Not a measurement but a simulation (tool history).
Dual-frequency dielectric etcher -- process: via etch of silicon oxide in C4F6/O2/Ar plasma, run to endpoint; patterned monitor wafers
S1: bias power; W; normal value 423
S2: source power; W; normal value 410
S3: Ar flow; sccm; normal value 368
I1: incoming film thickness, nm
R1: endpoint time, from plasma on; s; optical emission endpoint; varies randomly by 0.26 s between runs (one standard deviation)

run     day   S1   S2   S3     I1    R1
  1   0.000  423  410  368  126.3  30.0
      0.371  -- bias power generator calibrated
  2   0.742  423  410  368  125.6  29.6
  3   1.358  423  410  368  124.8  29.4
  4   1.704  423  410  368  125.0  29.9
  5   2.158  423  410  368  125.4  29.4
  6   2.838  423  410  368  126.2  29.1
  7   3.417  423  470  368  125.0  27.1
  8   4.079  423  410  368  127.5  30.0
  9   4.658  423  440  368  123.9  27.5
 10   4.912  326  330  329  125.6  37.1
      5.950  -- wet clean of the chamber
 11   5.971  477  330  416  126.2  32.6
 12   5.988  423  410  289  124.4  28.6
 13   7.604  423  410  368  125.7  29.3
 14   7.925  511  410  428  125.4  27.6
 15   8.512  423  410  315  124.9  28.5
 16   8.804  423  310  368  125.8  35.3
 17   9.238  423  320  285  125.0  33.1
      9.650  -- source power generator calibrated
      9.854  -- Ar flow controller replaced
     10.429  -- upper electrode replaced
 18  10.450  423  410  368  125.6  29.9
 19  10.462  451  370  281  123.9  29.6
 20  10.858  423  480  409  124.6  26.7
 21  12.583  496  410  335  124.3  27.3
 22  12.833  359  460  406  125.4  29.9
 23  13.242  423  500  368  125.0  26.4
 24  13.696  363  330  427  125.0  36.7
 25  14.088  487  410  368  126.2  27.9
 26  14.346  327  470  368  125.2  30.0
 27  14.950  497  410  368  126.3  27.5
 28  15.596  450  340  328  123.6  31.1
 29  15.900  423  410  368  123.5  29.1

4 options for the next run, each taken on its own from the tool as it stands now. Forecast them:
  A  15.917  423  410  368  124.9   ?
  B  15.917  524  330  368  124.9   ?
  C  15.917  482  460  441  124.9   ?
  D  15.917  464  410  368  124.9   ?

run    R1
  A  29.5
  B  31.0
  C  26.8
  D  28.4
With no hidden state in the tool, these same runs would have given:
run    R1
  A  29.5
  B  31.0
  C  26.8
  D  28.4

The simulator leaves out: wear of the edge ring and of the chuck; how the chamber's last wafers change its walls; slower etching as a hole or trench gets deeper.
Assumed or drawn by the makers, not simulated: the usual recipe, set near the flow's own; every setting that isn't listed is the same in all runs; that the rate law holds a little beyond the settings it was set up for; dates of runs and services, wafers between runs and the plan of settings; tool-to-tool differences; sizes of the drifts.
